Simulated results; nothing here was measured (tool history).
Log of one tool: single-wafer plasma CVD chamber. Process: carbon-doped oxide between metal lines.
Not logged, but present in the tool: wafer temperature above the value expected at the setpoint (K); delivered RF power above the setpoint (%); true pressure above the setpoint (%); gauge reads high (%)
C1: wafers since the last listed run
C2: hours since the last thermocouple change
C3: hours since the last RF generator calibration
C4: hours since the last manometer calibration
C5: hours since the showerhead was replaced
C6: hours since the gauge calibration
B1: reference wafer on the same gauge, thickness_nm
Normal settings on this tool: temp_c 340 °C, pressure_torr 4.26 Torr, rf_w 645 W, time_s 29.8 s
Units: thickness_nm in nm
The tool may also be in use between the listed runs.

{"run": 1, "day": 0.0, "temp_c": 340, "pressure_torr": 4.26, "rf_w": 645, "time_s": 29.8, "C1": 0, "C2": 346.4, "C3": 508.6, "C4": 2016.1, "C5": 6807.6, "C6": 435.7, "B1": 152.439, "thickness_nm": 183.729}
{"run": 2, "day": 1.292, "temp_c": 340, "pressure_torr": 4.26, "rf_w": 645, "time_s": 29.8, "C1": 720, "C2": 377.4, "C3": 539.6, "C4": 2047.1, "C5": 6838.6, "C6": 466.7, "B1": 152.352, "thickness_nm": 184.589}
{"run": 3, "day": 3.921, "temp_c": 334, "pressure_torr": 4.01, "rf_w": 645, "time_s": 29.8, "C1": 1465, "C2": 440.5, "C3": 602.7, "C4": 2110.2, "C5": 6901.7, "C6": 529.8, "B1": 152.185, "thickness_nm": 185.925}
{"run": 4, "day": 5.421, "temp_c": 340, "pressure_torr": 4.26, "rf_w": 645, "time_s": 32.6, "C1": 836, "C2": 476.5, "C3": 638.7, "C4": 2146.2, "C5": 6937.7, "C6": 565.8, "B1": 152.05, "thickness_nm": 200.438}
{"run": 5, "day": 6.942, "temp_c": 340, "pressure_torr": 4.26, "rf_w": 645, "time_s": 32.6, "C1": 847, "C2": 513.0, "C3": 675.2, "C4": 2182.7, "C5": 6974.2, "C6": 602.3, "B1": 151.938, "thickness_nm": 199.645}
{"run": 6, "day": 9.85, "temp_c": 340, "pressure_torr": 4.26, "rf_w": 645, "time_s": 32.6, "C1": 1621, "C2": 582.8, "C3": 745.0, "C4": 2252.5, "C5": 7044.0, "C6": 672.1, "B1": 151.768, "thickness_nm": 200.654}
{"run": 7, "day": 11.246, "temp_c": 340, "pressure_torr": 4.26, "rf_w": 645, "time_s": 29.8, "C1": 778, "C2": 616.3, "C3": 778.5, "C4": 2286.0, "C5": 7077.5, "C6": 705.6, "B1": 151.613, "thickness_nm": 184.483}
{"run": 8, "day": 14.062, "temp_c": 340, "pressure_torr": 4.26, "rf_w": 645, "time_s": 29.8, "C1": 1570, "C2": 683.9, "C3": 846.1, "C4": 2353.6, "C5": 7145.1, "C6": 773.2, "B1": 151.373, "thickness_nm": 182.321}
{"run": 9, "day": 16.108, "temp_c": 340, "pressure_torr": 4.26, "rf_w": 725, "time_s": 29.8, "C1": 1140, "C2": 733.0, "C3": 895.2, "C4": 2402.7, "C5": 7194.2, "C6": 822.3, "B1": 151.061, "thickness_nm": 203.632}
{"run": 10, "day": 17.5, "temp_c": 340, "pressure_torr": 4.26, "rf_w": 725, "time_s": 29.8, "C1": 775, "C2": 766.4, "C3": 928.6, "C4": 2436.1, "C5": 7227.6, "C6": 855.7, "B1": 150.839, "thickness_nm": 203.988}
{"run": 11, "day": 18.95, "temp_c": 340, "pressure_torr": 4.26, "rf_w": 645, "time_s": 33.6, "C1": 808, "C2": 801.2, "C3": 963.4, "C4": 2470.9, "C5": 7262.4, "C6": 890.5, "B1": 150.64, "thickness_nm": 205.395}
{"day": 21.133, "done": "capacitance manometer re-zeroed and calibrated"}
{"day": 24.621, "done": "showerhead replaced"}
{"run": 12, "day": 25.6, "temp_c": 351, "pressure_torr": 3.59, "rf_w": 730, "time_s": 29.8, "C1": 3335, "C2": 960.8, "C3": 1123.0, "C4": 107.2, "C5": 23.5, "C6": 1050.1, "B1": 149.852, "thickness_nm": 193.345}
{"run": 13, "day": 28.496, "temp_c": 345, "pressure_torr": 3.78, "rf_w": 570, "time_s": 32.2, "C1": 1614, "C2": 1030.3, "C3": 1192.5, "C4": 176.7, "C5": 93.0, "C6": 1119.6, "B1": 149.549, "thickness_nm": 166.235}
{"day": 29.6, "done": "RF generator calibrated"}
{"run": 14, "day": 30.312, "temp_c": 332, "pressure_torr": 4.68, "rf_w": 645, "time_s": 29.8, "C1": 826, "C2": 1073.9, "C3": 17.1, "C4": 220.3, "C5": 136.6, "C6": 1163.2, "B1": 149.161, "thickness_nm": 187.659}
{"run": 15, "day": 32.404, "temp_c": 328, "pressure_torr": 4.85, "rf_w": 540, "time_s": 35.6, "C1": 1166, "C2": 1124.1, "C3": 67.3, "C4": 270.5, "C5": 186.8, "C6": 1213.4, "B1": 148.816, "thickness_nm": 188.035}
{"run": 16, "day": 33.421, "temp_c": 340, "pressure_torr": 3.21, "rf_w": 525, "time_s": 29.8, "C1": 566, "C2": 1148.5, "C3": 91.7, "C4": 294.9, "C5": 211.2, "C6": 1237.8, "B1": 148.617, "thickness_nm": 139.525}
{"run": 17, "day": 34.942, "temp_c": 349, "pressure_torr": 3.96, "rf_w": 645, "time_s": 29.8, "C1": 847, "C2": 1185.0, "C3": 128.2, "C4": 331.4, "C5": 247.7, "C6": 1274.3, "B1": 148.584, "thickness_nm": 173.672}
{"run": 18, "day": 37.417, "temp_c": 340, "pressure_torr": 4.26, "rf_w": 645, "time_s": 29.8, "C1": 1379, "C2": 1244.4, "C3": 187.6, "C4": 390.8, "C5": 307.1, "C6": 1333.7, "B1": 148.068, "thickness_nm": 178.988}
{"day": 37.917, "done": "gauge calibrated"}
{"day": 38.025, "done": "thermocouple changed; heater temperature recalibrated"}
{"run": 19, "day": 40.217, "temp_c": 340, "pressure_torr": 4.26, "rf_w": 645, "time_s": 26.2, "C1": 1375, "C2": 52.6, "C3": 254.8, "C4": 458.0, "C5": 374.3, "C6": 55.2, "B1": 152.774, "thickness_nm": 163.465}
{"run": 20, "day": 47.367, "temp_c": 340, "pressure_torr": 4.26, "rf_w": 645, "time_s": 29.8, "C1": 3985, "C2": 224.2, "C3": 426.4, "C4": 629.6, "C5": 545.9, "C6": 226.8, "B1": 152.693, "thickness_nm": 184.003}
{"run": 21, "day": 49.458, "temp_c": 340, "pressure_torr": 4.26, "rf_w": 645, "time_s": 27.4, "C1": 1166, "C2": 274.4, "C3": 476.6, "C4": 679.8, "C5": 596.1, "C6": 277.0, "B1": 152.448, "thickness_nm": 170.079}
{"run": 22, "day": 50.554, "temp_c": 340, "pressure_torr": 4.26, "rf_w": 645, "time_s": 29.8, "C1": 610, "C2": 300.7, "C3": 502.9, "C4": 706.1, "C5": 622.4, "C6": 303.3, "B1": 152.53, "thickness_nm": 184.23}

Forecast each of these 5 alternatives for the next run:
{"run": "A", "day": 50.571, "temp_c": 348, "pressure_torr": 4.26, "rf_w": 645, "time_s": 29.8, "C1": 9, "C2": 301.1, "C3": 503.3, "C4": 706.5, "C5": 622.8, "C6": 303.7, "B1": "?", "thickness_nm": "?"}
{"run": "B", "day": 50.571, "temp_c": 340, "pressure_torr": 3.87, "rf_w": 645, "time_s": 29.8, "C1": 9, "C2": 301.1, "C3": 503.3, "C4": 706.5, "C5": 622.8, "C6": 303.7, "B1": "?", "thickness_nm": "?"}
{"run": "C", "day": 50.571, "temp_c": 329, "pressure_torr": 3.21, "rf_w": 645, "time_s": 29.8, "C1": 9, "C2": 301.1, "C3": 503.3, "C4": 706.5, "C5": 622.8, "C6": 303.7, "B1": "?", "thickness_nm": "?"}
{"run": "D", "day": 50.571, "temp_c": 336, "pressure_torr": 4.65, "rf_w": 645, "time_s": 24.6, "C1": 9, "C2": 301.1, "C3": 503.3, "C4": 706.5, "C5": 622.8, "C6": 303.7, "B1": "?", "thickness_nm": "?"}
{"run": "E", "day": 50.571, "temp_c": 353, "pressure_torr": 3.95, "rf_w": 645, "time_s": 33.2, "C1": 9, "C2": 301.1, "C3": 503.3, "C4": 706.5, "C5": 622.8, "C6": 303.7, "B1": "?", "thickness_nm": "?"}

run=A B1=152.652 thickness_nm=181.215
run=B B1=152.652 thickness_nm=182.639
run=C B1=152.652 thickness_nm=184.619
run=D B1=152.652 thickness_nm=156.938
run=E B1=152.652 thickness_nm=196.968
The same runs, with their run-to-run variation unchanged, on a tool lacking any hidden condition would have given:
run=A thickness_nm=181.723
run=B thickness_nm=183.151
run=C thickness_nm=185.137
run=D thickness_nm=157.378
run=E thickness_nm=197.520
